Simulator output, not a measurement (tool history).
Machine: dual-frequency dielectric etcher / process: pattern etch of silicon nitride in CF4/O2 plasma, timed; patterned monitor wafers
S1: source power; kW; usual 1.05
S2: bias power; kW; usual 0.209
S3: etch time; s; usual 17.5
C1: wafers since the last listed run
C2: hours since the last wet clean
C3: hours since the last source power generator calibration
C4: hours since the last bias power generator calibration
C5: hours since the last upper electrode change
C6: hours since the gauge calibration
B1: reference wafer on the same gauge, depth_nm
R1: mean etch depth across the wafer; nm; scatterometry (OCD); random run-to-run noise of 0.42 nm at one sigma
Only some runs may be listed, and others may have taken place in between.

run   hour    S1     S2    S3   C1     C2      C3      C4      C5     C6    B1     R1
  1      0  1.05  0.209  17.5    0  202.3  1821.4  3121.4  3531.1  341.9  78.3   78.6
  2    7.9  1.05  0.209  17.5  107  210.2  1829.3  3129.3    3539  349.8  78.3   78.6
  3   23.1  1.05  0.209  17.5  207  225.4  1844.5  3144.5  3554.2    365  78.4   78.1
  4   40.7  0.92  0.197  17.5  239    243  1862.1  3162.1  3571.8  382.6  78.3   67.1
  5   47.9  0.92  0.197  17.5   98  250.2  1869.3  3169.3    3579  389.8  78.3   66.9
      60.8  -- bias power generator calibrated
  6   63.6  0.92  0.197  17.5  159  265.9    1885     2.8  3594.7  405.5  78.3   66.6
      81.9  -- source power generator calibrated
  7   90.1  0.97  0.194  17.5  306  292.4     8.2    29.3  3621.2    432  78.2     70
     116.7  -- wet clean of the chamber
  8  117.2  1.05  0.185    21   42    0.5    35.3    56.4  3648.3  459.1  78.3   95.7
  9  143.1   0.8  0.209  17.5  353   26.4    61.2    82.3  3674.2    485  78.2   61.8
 10  160.9  1.05   0.18  17.5  242   44.2      79   100.1    3692  502.8  78.4   78.8
 11  177.3  1.05  0.209  17.5  223   60.6    95.4   116.5  3708.4  519.2  78.3   81.9
 12  192.4  1.05  0.248  17.5  205   75.7   110.5   131.6  3723.5  534.3  78.3   87.7
     221.8  -- wet clean of the chamber, repeated, since the last time left the tool worse
     229.8  -- upper electrode replaced
 13  230.3  1.05  0.209  17.5   80    8.5   148.4   169.5     0.5  572.2  78.3   79.7
 14  230.6  1.05  0.236    19    4    8.8   148.7   169.8     0.8  572.5  78.3   89.8
 15  230.9  0.99  0.209  20.5    4    9.1     149   170.1     1.1  572.8  78.3   87.5
     262.9  -- gauge calibrated
 16    277  1.05  0.209    21  628   55.2   195.1   216.2    47.2   14.1  78.3   95.9
 17  293.3  1.25  0.228  17.5  222   71.5   211.4   232.5    63.5   30.4  78.4   98.3
 18  300.6  0.92  0.177    21   99   78.8   218.7   239.8    70.8   37.7  78.3   79.1
 19    315  0.86  0.178    15  196   93.2   233.1   254.2    85.2   52.1  78.3   52.1
 20  332.4  0.84  0.209  14.5  237  110.6   250.5   271.6   102.6   69.5  78.3   51.8
 21  345.9  1.05  0.209  17.5  184  124.1     264   285.1   116.1     83  78.3   78.2
 22  352.1  1.05  0.209  17.5   84  130.3   270.2   291.3   122.3   89.2  78.3   78.8
 23  396.8  1.16  0.209  22.5  609    175   314.9     336     167  133.9  78.3  112.8
 24  404.2  1.05  0.209  17.5  100  182.4   322.3   343.4   174.4  141.3  78.3   79.6
 25  412.4  1.05  0.162  17.5  111  190.6   330.5   351.6   182.6  149.5  78.3   72.8
 26  418.5  0.84  0.209  14.5   83  196.7   336.6   357.7   188.7  155.6  78.3   51.3
 27  429.5  1.05  0.209    19  149  207.7   347.6   368.7   199.7  166.6  78.3   85.4
 28  437.7  1.05  0.248  17.5  111  215.9   355.8   376.9   207.9  174.8  78.3   82.6
 29  451.9  0.86  0.181    16  193  230.1     370   391.1   222.1    189  78.2   54.9
 30  463.5  0.95  0.159  17.5  158  241.7   381.6   402.7   233.7  200.6  78.2   64.8

Hidden state or all else? Some run-to-run changes of R1, split into what the settings, what came in and random variation would give without the hidden state, and what is left for the hidden state (with any gauge scatter that isn't in both results):
What the log doesn't record here: etch rate over this chamber's usual, %; source power that arrives over what is set, %; bias power that arrives over what is set, %; gauge reads high (%).
Run 7 -> 8: S1 0.97 -> 1.05, S2 0.194 -> 0.185, S3 17.5 -> 21, wet clean of the chamber. R1 +25.7 nm: hidden state +5.4, all else +20.3.
Run 8 -> 9: S1 1.05 -> 0.8, S2 0.185 -> 0.209, S3 21 -> 17.5. R1 -33.9 nm: hidden state -1.5, all else -32.4.
Run 12 -> 13: S2 0.248 -> 0.209, wet clean of the chamber, repeated, since the last time left the tool worse, upper electrode replaced. R1 -8 nm: hidden state -2.9, all else -5.1.
Run 22 -> 23: S1 1.05 -> 1.16, S3 17.5 -> 22.5. R1 +34 nm: hidden state -0.6, all else +34.6.
Run 26 -> 27: S1 0.84 -> 1.05, S3 14.5 -> 19. R1 +34.1 nm: hidden state -0.6, all else +34.7.
